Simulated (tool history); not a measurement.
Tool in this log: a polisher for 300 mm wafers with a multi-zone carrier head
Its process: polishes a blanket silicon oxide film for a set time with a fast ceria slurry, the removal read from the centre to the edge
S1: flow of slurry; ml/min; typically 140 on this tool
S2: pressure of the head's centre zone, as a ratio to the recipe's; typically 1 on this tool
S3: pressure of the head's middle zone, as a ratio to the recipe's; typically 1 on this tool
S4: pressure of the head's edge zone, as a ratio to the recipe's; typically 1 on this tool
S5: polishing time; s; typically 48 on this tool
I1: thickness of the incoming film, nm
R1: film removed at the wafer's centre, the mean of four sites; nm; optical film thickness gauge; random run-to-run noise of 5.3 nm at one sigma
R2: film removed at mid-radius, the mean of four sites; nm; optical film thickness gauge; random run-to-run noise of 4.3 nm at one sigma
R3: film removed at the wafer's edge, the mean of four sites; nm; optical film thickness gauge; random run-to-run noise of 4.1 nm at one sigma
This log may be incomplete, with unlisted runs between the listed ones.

| run | hour | S1 | S2 | S3 | S4 | S5 | I1 | R1 | R2 | R3 |
|---|---|---|---|---|---|---|---|---|---|---|
| 1 | 0 | 140 | 1 | 1 | 0.93 | 35 | 2318.6 | 348.3 | 382.4 | 362.5 |
| 2 | 26.2 | 170 | 1 | 0.97 | 0.89 | 63 | 2297.6 | 648.5 | 683.8 | 669.8 |
| 3 | 97.4 | 140 | 1 | 1 | 1 | 48 | 2288.4 | 480.6 | 518.8 | 524.4 |
| 4 | 133.4 | 155 | 1 | 1 | 1 | 48 | 2257 | 469.3 | 528.4 | 533.5 |
| 5 | 193.2 | 140 | 1 | 1 | 1 | 48 | 2296 | 505 | 521.8 | 535 |
| 6 | 262.6 | 140 | 1 | 1 | 1 | 54 | 2327.8 | 551.6 | 589.9 | 594.1 |
| 7 | 305.5 | 170 | 1.1 | 1 | 1.11 | 57 | 2306.7 | 672.8 | 645.3 | 672.3 |
| 8 | 354.2 | 140 | 1 | 0.89 | 1 | 48 | 2346.1 | 473.3 | 489.1 | 526.7 |
| 9 | 414.4 | 140 | 1 | 1 | 1 | 48 | 2306.6 | 475.4 | 519.9 | 534.3 |
| 10 | 441.4 | 140 | 1 | 1 | 1 | 48 | 2303.9 | 474 | 520.9 | 526.7 |
| 11 | 479.9 | 140 | 0.91 | 1 | 1 | 48 | 2258.8 | 389 | 523.9 | 524.7 |
| 12 | 514.3 | 155 | 1.09 | 1.07 | 1.04 | 48 | 2255 | 526.2 | 545.6 | 529.8 |
| 13 | 559.7 | 95 | 1.05 | 0.91 | 1 | 54 | 2292.6 | 519.5 | 522.3 | 572.1 |
| 14 | 624.3 | 140 | 1 | 1 | 1 | 48 | 2305.2 | 455.8 | 515.2 | 523.9 |
| 15 | 676.4 | 140 | 1 | 1 | 1.04 | 38 | 2308.4 | 349.3 | 415.6 | 424.6 |
| 16 | 710.8 | 140 | 1 | 1 | 0.91 | 43 | 2306.1 | 409.8 | 463.2 | 460 |
| 17 | 735.9 | 165 | 0.89 | 1 | 0.89 | 54 | 2282.3 | 427.9 | 603 | 577.7 |
| 18 | 802.4 | 140 | 1 | 1 | 1 | 48 | 2296.6 | 444.7 | 527.1 | 529.6 |
| 19 | 856.5 | 105 | 0.9 | 0.89 | 0.94 | 48 | 2282.4 | 352 | 470.4 | 498.9 |
| 20 | 903.3 | 105 | 0.9 | 0.89 | 0.94 | 48 | 2333.3 | 357.9 | 469.6 | 488 |
| 21 | 1098.8 | 140 | 1 | 1 | 1 | 48 | 2299.6 | 513.5 | 522 | 527 |
| 22 | 1135.1 | 140 | 0.96 | 1 | 0.89 | 36 | 2284.1 | 358.7 | 394 | 380.2 |
| 23 | 1203.7 | 140 | 1 | 1 | 1 | 48 | 2321.5 | 500.6 | 516.7 | 527.9 |

Between the runs listed above, the log contained 10 entries, not reproduced here. Where in the sequence does each belong, and how does what the log doesn't record of the tool's condition differ from the listed run before to the listed run after?
Runs 3 to 4: slurry nozzle cleaned (hour 132.2); carrier head's membrane replaced by a new one, of another model than before (hour 132.9)
  deviation of the centre zone's pressure from its setpoint, %: -8.07 -> -8.13
  difference, measured minus the result without the unlogged condition, R1: -42.5 -> -66.9 nm
Runs 4 to 5: centre zone pressure recalibrated (hour 135.5)
  deviation of the centre zone's pressure from its setpoint, %: -8.13 -> -2.86
  difference, measured minus the result without the unlogged condition, R1: -66.9 -> -23.2 nm
Runs 6 to 7: worn pad replaced by a new one (hour 304.6)
  deviation of the centre zone's pressure from its setpoint, %: -4.44 -> -5.26
  difference, measured minus the result without the unlogged condition, R1: -40.4 -> -58.3 nm
Runs 10 to 11: edge zone pressure recalibrated (hour 470.8)
  deviation of the centre zone's pressure from its setpoint, %: -7.19 -> -7.6
  difference, measured minus the result without the unlogged condition, R1: -58.8 -> -52.2 nm
Runs 16 to 17: slurry nozzle cleaned (hour 715.4)
  deviation of the centre zone's pressure from its setpoint, %: -9.2 -> -9.31
  difference, measured minus the result without the unlogged condition, R1: -67.4 -> -72.8 nm
Runs 19 to 20: worn pad replaced by a new one (hour 862.1)
  deviation of the centre zone's pressure from its setpoint, %: -9.74 -> -9.86
  difference, measured minus the result without the unlogged condition, R1: -63 -> -65 nm
Runs 20 to 21: centre zone pressure recalibrated (hour 1097.3)
  deviation of the centre zone's pressure from its setpoint, %: -9.86 -> -0.85
  difference, measured minus the result without the unlogged condition, R1: -65 -> -6.8 nm
Runs 21 to 22: edge zone pressure recalibrated (hour 1124.4)
  deviation of the centre zone's pressure from its setpoint, %: -0.85 -> -1.9
  difference, measured minus the result without the unlogged condition, R1: -6.8 -> -10.9 nm
Runs 22 to 23: slurry nozzle cleaned (hour 1202.8)
  deviation of the centre zone's pressure from its setpoint, %: -1.9 -> -3.58
  difference, measured minus the result without the unlogged condition, R1: -10.9 -> -29.1 nm

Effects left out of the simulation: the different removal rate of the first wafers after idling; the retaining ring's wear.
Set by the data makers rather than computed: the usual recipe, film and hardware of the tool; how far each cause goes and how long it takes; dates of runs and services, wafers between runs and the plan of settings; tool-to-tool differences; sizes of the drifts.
